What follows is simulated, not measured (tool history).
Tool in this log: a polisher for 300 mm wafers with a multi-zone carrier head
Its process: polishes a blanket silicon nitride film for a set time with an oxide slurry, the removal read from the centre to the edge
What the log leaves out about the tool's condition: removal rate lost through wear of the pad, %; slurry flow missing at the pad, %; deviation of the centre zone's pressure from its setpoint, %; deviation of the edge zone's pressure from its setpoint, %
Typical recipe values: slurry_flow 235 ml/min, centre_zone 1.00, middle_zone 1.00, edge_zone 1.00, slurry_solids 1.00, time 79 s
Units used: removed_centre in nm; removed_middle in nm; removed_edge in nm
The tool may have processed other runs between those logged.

run   hour  slurry_flow  centre_zone  middle_zone  edge_zone  slurry_solids  time  wafers since the last listed run  wafers polished on this pad  hours since the slurry nozzle was cleaned  hours since the centre zone pressure was calibrated  hours since the edge zone pressure was calibrated  hours since the carrier head's membrane was replaced  incoming thickness of the incoming film, nm  removed_centre  removed_middle  removed_edge
  1    0.0          235         1.00         1.00       1.00           1.00    79                                 0                          959                                      461.7                                               1096.5                                             1603.5                                                1177.4                                        396.5            39.1            38.6          39.8
      12.9  -- edge zone pressure recalibrated
  2   16.0          235         1.00         1.08       1.00           1.10    79                                83                         1042                                      477.7                                               1112.5                                                3.1                                                1193.4                                        395.1            40.2            43.2          41.0
  3   50.4          235         1.00         1.08       1.00           1.10    79                               205                         1247                                      512.1                                               1146.9                                               37.5                                                1227.8                                        399.8            39.1            40.9          39.5
      63.6  -- worn pad replaced by a new one
  4   66.1          235         1.00         1.08       1.00           1.10    79                                69                           15                                      527.8                                               1162.6                                               53.2                                                1243.5                                        402.6            37.6            38.7          36.2
      73.2  -- carrier head's membrane replaced by a new one
  5   75.0          180         1.00         1.00       1.00           1.20    79                                23                           38                                      536.7                                               1171.5                                               62.1                                                   1.8                                        405.7            36.0            35.7          36.4
      85.7  -- centre zone pressure recalibrated
  6   91.5          235         1.00         1.00       1.00           1.00    79                                86                          124                                      553.2                                                  5.8                                               78.6                                                  18.3                                        407.5            35.7            34.9          35.1
      96.1  -- slurry nozzle cleaned
  7  106.4          235         1.00         1.00       1.00           1.00    79                                82                          207                                       10.3                                                 20.7                                               93.5                                                  33.2                                        396.8            35.6            34.8          35.0
  8  113.7          205         1.00         1.09       1.00           1.00    88                                43                          251                                       17.6                                                 28.0                                              100.8                                                  40.5                                        394.1            38.8            41.1          39.2
  9  126.6          235         0.90         0.88       0.93           1.00    79                                76                          327                                       30.5                                                 40.9                                              113.7                                                  53.4                                        397.8            31.4            31.1          34.0
 10  136.4          275         1.00         1.00       1.00           1.00    79                                58                          386                                       40.3                                                 50.7                                              123.5                                                  63.2                                        406.3            36.0            35.7          34.9
 11  144.7          235         1.00         1.00       1.00           1.00    79                                49                          435                                       48.6                                                 59.0                                              131.8                                                  71.5                                        402.8            35.3            33.6          34.8
     155.1  -- worn pad replaced by a new one, repeated, since the last time left the tool worse
 12  158.4          235         1.00         1.00       1.00           1.00    79                                57                           19                                       62.3                                                 72.7                                              145.5                                                  85.2                                        396.5            42.4            41.1          41.6
 13  167.8          260         1.00         1.00       0.89           1.00    68                                56                           75                                       71.7                                                 82.1                                              154.9                                                  94.6                                        402.9            37.4            36.0          35.2
 14  212.7          235         1.00         1.00       1.05           1.00    79                               267                          343                                      116.6                                                127.0                                              199.8                                                 139.5                                        394.4            41.2            41.8          43.5
 15  229.5          235         1.00         1.00       1.00           1.00    79                               100                          443                                      133.4                                                143.8                                              216.6                                                 156.3                                        399.2            41.8            41.2          42.9
 16  240.5          235         0.92         1.06       1.12           1.00    79                                65                          509                                      144.4                                                154.8                                              227.6                                                 167.3                                        398.5            38.7            43.2          45.1
 17  248.2          235         0.89         1.00       1.04           1.00    79                                45                          554                                      152.1                                                162.5                                              235.3                                                 175.0                                        398.8            36.9            40.9          43.4
 18  261.3          270         1.00         1.00       1.00           1.25    53                                78                          633                                      165.2                                                175.6                                              248.4                                                 188.1                                        407.6            30.5            29.6          29.6
 19  272.8          275         1.00         1.04       1.00           1.00    79                                68                          701                                      176.7                                                187.1                                              259.9                                                 199.6                                        405.3            41.0            43.1          41.2
 20  290.6          235         1.00         1.00       1.00           1.00    79                               106                          807                                      194.5                                                204.9                                              277.7                                                 217.4                                        404.8            40.7            40.4          41.1
 21  304.8          235         1.00         1.00       1.00           1.10    69                                84                          892                                      208.7                                                219.1                                              291.9                                                 231.6                                        405.3            35.7            35.6          36.6

Here are 5 independent what-if runs from the current tool condition. What would each one return?
  A  305.2          235         1.00         1.00       1.00           1.00    64                                 2                          894                                      209.1                                                219.5                                              292.3                                                 232.0                                        402.8               ?               ?             ?
  B  305.2          235         1.00         1.00       1.00           1.20    54                                 2                          894                                      209.1                                                219.5                                              292.3                                                 232.0                                        402.8               ?               ?             ?
  C  305.2          235         1.11         0.90       0.95           1.00    79                                 2                          894                                      209.1                                                219.5                                              292.3                                                 232.0                                        402.8               ?               ?             ?
  D  305.2          235         0.90         0.91       0.91           1.25    79                                 2                          894                                      209.1                                                219.5                                              292.3                                                 232.0                                        402.8               ?               ?             ?
  E  305.2          235         1.00         0.93       1.07           1.00    79                                 2                          894                                      209.1                                                219.5                                              292.3                                                 232.0                                        402.8               ?               ?             ?

run  removed_centre  removed_middle  removed_edge
  A            32.6            32.4          32.7
  B            29.0            28.9          29.1
  C            44.6            36.6          39.4
  D            38.6            39.5          41.3
  E            40.2            37.6          41.8
What these runs would have given with no unlogged condition in the tool:
run  removed_centre  removed_middle  removed_edge
  A            34.4            34.2          34.5
  B            30.6            30.5          30.8
  C            47.1            38.6          41.7
  D            40.8            41.7          43.6
  E            42.4            39.7          44.1
